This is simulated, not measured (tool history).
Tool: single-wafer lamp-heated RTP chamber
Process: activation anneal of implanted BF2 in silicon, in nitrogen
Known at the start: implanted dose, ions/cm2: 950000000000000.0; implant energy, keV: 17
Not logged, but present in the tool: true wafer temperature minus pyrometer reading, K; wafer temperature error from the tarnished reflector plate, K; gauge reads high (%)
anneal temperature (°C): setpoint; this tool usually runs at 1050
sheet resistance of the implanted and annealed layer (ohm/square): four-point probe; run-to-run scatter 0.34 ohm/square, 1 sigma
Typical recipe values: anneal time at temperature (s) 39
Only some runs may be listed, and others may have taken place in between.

| run | hour | anneal temperature (°C) | anneal time at temperature (s) | wafers since the last listed run | wafers since the last pyrometer calibration | wafers since the reflector plate was cleaned | hours since the gauge calibration | read-back reference wafer on the same gauge, sheet resistance | sheet resistance of the implanted and annealed layer (ohm/square) |
|---|---|---|---|---|---|---|---|---|---|
| 1 | 0 | 1050 | 39 | 0 | 1733 | 3422 | 251.5 | 175.03 | 143.9 |
|  | 1.6 | reflector plate cleaned |
| 2 | 33.6 | 1050 | 39 | 355 | 2089 | 355 | 285.1 | 174.99 | 142.94 |
| 3 | 47.7 | 1050 | 39 | 156 | 2245 | 511 | 299.2 | 175.03 | 142.39 |
| 4 | 62.7 | 1050 | 55 | 166 | 2412 | 678 | 314.2 | 175.08 | 135.8 |
| 5 | 76.6 | 1050 | 55 | 154 | 2567 | 833 | 328.1 | 174.97 | 135.94 |
|  | 89.6 | pyrometer window cleaned and pyrometer calibrated |
| 6 | 96.5 | 1050 | 55 | 132 | 76 | 965 | 348 | 175.09 | 138 |
| 7 | 127.1 | 1050 | 39 | 340 | 416 | 1305 | 378.6 | 174.97 | 145.11 |
| 8 | 139.6 | 1050 | 39 | 138 | 555 | 1444 | 391.1 | 174.99 | 145.31 |
| 9 | 175.4 | 1050 | 39 | 397 | 953 | 1842 | 426.9 | 175.08 | 144.82 |
| 10 | 207.9 | 1050 | 39 | 361 | 1314 | 2203 | 459.4 | 175 | 143.97 |
| 11 | 230.7 | 1050 | 39 | 253 | 1568 | 2457 | 482.2 | 174.95 | 143.77 |
| 12 | 250.1 | 1061 | 39 | 215 | 1783 | 2673 | 501.6 | 174.98 | 136.81 |
| 13 | 283.7 | 1061 | 39 | 373 | 2157 | 3046 | 535.2 | 175.06 | 136.45 |
| 14 | 315.6 | 1059 | 39 | 354 | 2511 | 3401 | 567.1 | 175.06 | 137.21 |
|  | 332.5 | reflector plate cleaned |
| 15 | 333 | 1050 | 27 | 104 | 2616 | 5 | 584.5 | 174.96 | 148.01 |
| 16 | 356.1 | 1050 | 39 | 256 | 2873 | 262 | 607.6 | 175.06 | 141.32 |
|  | 376.8 | pyrometer window cleaned and pyrometer calibrated |
| 17 | 384.7 | 1068 | 39 | 229 | 88 | 491 | 636.2 | 174.97 | 134.72 |
| 18 | 407.5 | 1050 | 18 | 253 | 341 | 745 | 659 | 175.11 | 158.61 |
|  | 444.8 | gauge calibrated |
| 19 | 465.9 | 1068 | 39 | 649 | 990 | 1394 | 21.1 | 174.97 | 133.05 |
| 20 | 483.5 | 1031 | 33 | 195 | 1186 | 1590 | 38.7 | 174.99 | 157.5 |
| 21 | 539.6 | 1064 | 58 | 623 | 1810 | 2213 | 94.8 | 175.1 | 129.72 |
| 22 | 568.6 | 1039 | 51 | 322 | 2132 | 2536 | 123.8 | 174.92 | 144.08 |
| 23 | 596.2 | 1031 | 46 | 306 | 2439 | 2842 | 151.4 | 175.08 | 149.24 |
|  | 635.8 | pyrometer window cleaned and pyrometer calibrated |
| 24 | 636.3 | 1050 | 39 | 356 | 5 | 3199 | 191.5 | 175.14 | 145.41 |
| 25 | 661.1 | 1042 | 28 | 275 | 280 | 3475 | 216.3 | 174.95 | 155.75 |
| 26 | 677.6 | 1063 | 61 | 183 | 464 | 3658 | 232.8 | 174.99 | 130.55 |
|  | 715.5 | reflector plate cleaned |
| 27 | 716 | 1050 | 39 | 337 | 802 | 5 | 271.2 | 174.97 | 144.39 |
| 28 | 745.2 | 1026 | 17 | 324 | 1126 | 330 | 300.4 | 175.04 | 176.41 |
| 29 | 763.7 | 1041 | 39 | 205 | 1332 | 535 | 318.9 | 174.86 | 148.32 |

Forecast run 30:
| 30 | 790 | 1050 | 39 | 292 | 1624 | 828 | 345.2 | ? | ? |

{"run 30": {"read-back reference wafer on the same gauge, sheet resistance": 175.11, "sheet resistance of the implanted and annealed layer (ohm/square)": 143.38}}
The same run, on a tool lacking any hidden state, would have yielded sheet resistance of the implanted and annealed layer (ohm/square) 146.08.
